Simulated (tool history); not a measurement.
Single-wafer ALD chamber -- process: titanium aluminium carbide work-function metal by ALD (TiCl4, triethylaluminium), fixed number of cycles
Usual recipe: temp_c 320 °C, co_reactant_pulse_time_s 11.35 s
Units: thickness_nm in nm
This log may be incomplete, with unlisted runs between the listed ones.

run   hour  temp_c  co_reactant_pulse_time_s  wafers since the last listed run  hours since the last thermocouple change  hours since the last triethylaluminium bottle change  hours since the showerhead was replaced  hours since the gauge calibration  read-back reference wafer on the same gauge, thickness_nm  thickness_nm
  1    0.0     320                     11.35                                 0                                    1872.0                                                 348.3                                   5444.2                              242.4                                                      2.351         1.932
  2   13.6     320                     11.35                               226                                    1885.6                                                 361.9                                   5457.8                              256.0                                                      2.349         1.921
  3   28.2     320                      8.98                               242                                    1900.2                                                 376.5                                   5472.4                              270.6                                                      2.351         1.874
  4   37.8     320                      8.98                               159                                    1909.8                                                 386.1                                   5482.0                              280.2                                                      2.353         1.861
  5   48.7     320                     11.35                               181                                    1920.7                                                 397.0                                   5492.9                              291.1                                                      2.351         1.932
  6   62.6     320                     11.35                               231                                    1934.6                                                 410.9                                   5506.8                              305.0                                                      2.349         1.934
  7   72.9     320                     11.35                               171                                    1944.9                                                 421.2                                   5517.1                              315.3                                                      2.350         1.915
  8   86.5     317                     11.35                               226                                    1958.5                                                 434.8                                   5530.7                              328.9                                                      2.351         1.888
  9  100.7     317                     11.35                               236                                    1972.7                                                 449.0                                   5544.9                              343.1                                                      2.348         1.894
 10  106.9     317                     11.35                               103                                    1978.9                                                 455.2                                   5551.1                              349.3                                                      2.352         1.893
 11  113.6     320                     11.35                               111                                    1985.6                                                 461.9                                   5557.8                              356.0                                                      2.346         1.919
     115.5  -- gauge calibrated
 12  127.5     320                     11.35                               231                                    1999.5                                                 475.8                                   5571.7                               12.0                                                      2.348         1.930
 13  137.3     320                      8.88                               162                                    2009.3                                                 485.6                                   5581.5                               21.8                                                      2.350         1.847
 14  149.0     320                      8.88                               194                                    2021.0                                                 497.3                                   5593.2                               33.5                                                      2.348         1.847
 15  165.6     320                      8.88                               275                                    2037.6                                                 513.9                                   5609.8                               50.1                                                      2.353         1.835
 16  172.9     326                     12.87                               121                                    2044.9                                                 521.2                                   5617.1                               57.4                                                      2.352         1.966
 17  179.9     313                      7.84                               116                                    2051.9                                                 528.2                                   5624.1                               64.4                                                      2.350         1.749
     193.5  -- triethylaluminium bottle replaced
     201.8  -- showerhead replaced
 18  212.4     315                     13.04                               274                                    2084.4                                                  18.9                                     10.6                               96.9                                                      2.349         1.955
 19  227.6     324                     11.35                               252                                    2099.6                                                  34.1                                     25.8                              112.1                                                      2.351         2.013
 20  243.3     320                     11.35                               260                                    2115.3                                                  49.8                                     41.5                              127.8                                                      2.349         1.982
 21  250.6     310                     15.62                               121                                    2122.6                                                  57.1                                     48.8                              135.1                                                      2.349         1.922
     264.5  -- thermocouple changed; heater temperature recalibrated
 22  266.1     326                     13.69                               124                                       1.6                                                  72.6                                     64.3                              150.6                                                      2.348         2.029
 23  283.3     315                     14.05                               285                                      18.8                                                  89.8                                     81.5                              167.8                                                      2.349         1.966
 24  297.1     306                     13.29                               229                                      32.6                                                 103.6                                     95.3                              181.6                                                      2.353         1.882
 25  310.8     320                     11.35                               227                                      46.3                                                 117.3                                    109.0                              195.3                                                      2.347         1.981
 26  324.9     314                     11.35                               234                                      60.4                                                 131.4                                    123.1                              209.4                                                      2.347         1.931
 27  333.2     320                     11.35                               137                                      68.7                                                 139.7                                    131.4                              217.7                                                      2.348         1.963
 28  344.7     320                     11.35                               191                                      80.2                                                 151.2                                    142.9                              229.2                                                      2.353         1.969
 29  351.0     320                     11.35                               104                                      86.5                                                 157.5                                    149.2                              235.5                                                      2.350         1.937
 30  367.2     335                      9.58                               269                                     102.7                                                 173.7                                    165.4                              251.7                                                      2.349         2.046
 31  376.2     310                     11.35                               149                                     111.7                                                 182.7                                    174.4                              260.7                                                      2.351         1.882
 32  387.9     333                     12.83                               194                                     123.4                                                 194.4                                    186.1                              272.4                                                      2.347         2.077

5 options for the next run, each taken on its own from the tool as it stands now. Forecast them:
  A  388.3     320                     11.35                                 6                                     123.8                                                 194.8                                    186.5                              272.8                                                          ?             ?
  B  388.3     329                     11.35                                 6                                     123.8                                                 194.8                                    186.5                              272.8                                                          ?             ?
  C  388.3     315                      9.05                                 6                                     123.8                                                 194.8                                    186.5                              272.8                                                          ?             ?
  D  388.3     320                     15.16                                 6                                     123.8                                                 194.8                                    186.5                              272.8                                                          ?             ?
  E  388.3     310                     14.90                                 6                                     123.8                                                 194.8                                    186.5                              272.8                                                          ?             ?

run  read-back reference wafer on the same gauge, thickness_nm  thickness_nm
  A                                                      2.356         1.948
  B                                                      2.356         2.011
  C                                                      2.356         1.873
  D                                                      2.356         1.982
  E                                                      2.356         1.910
Had the tool no hidden state, the same runs would have come out as:
run  thickness_nm
  A         1.964
  B         2.028
  C         1.897
  D         1.990
  E         1.918
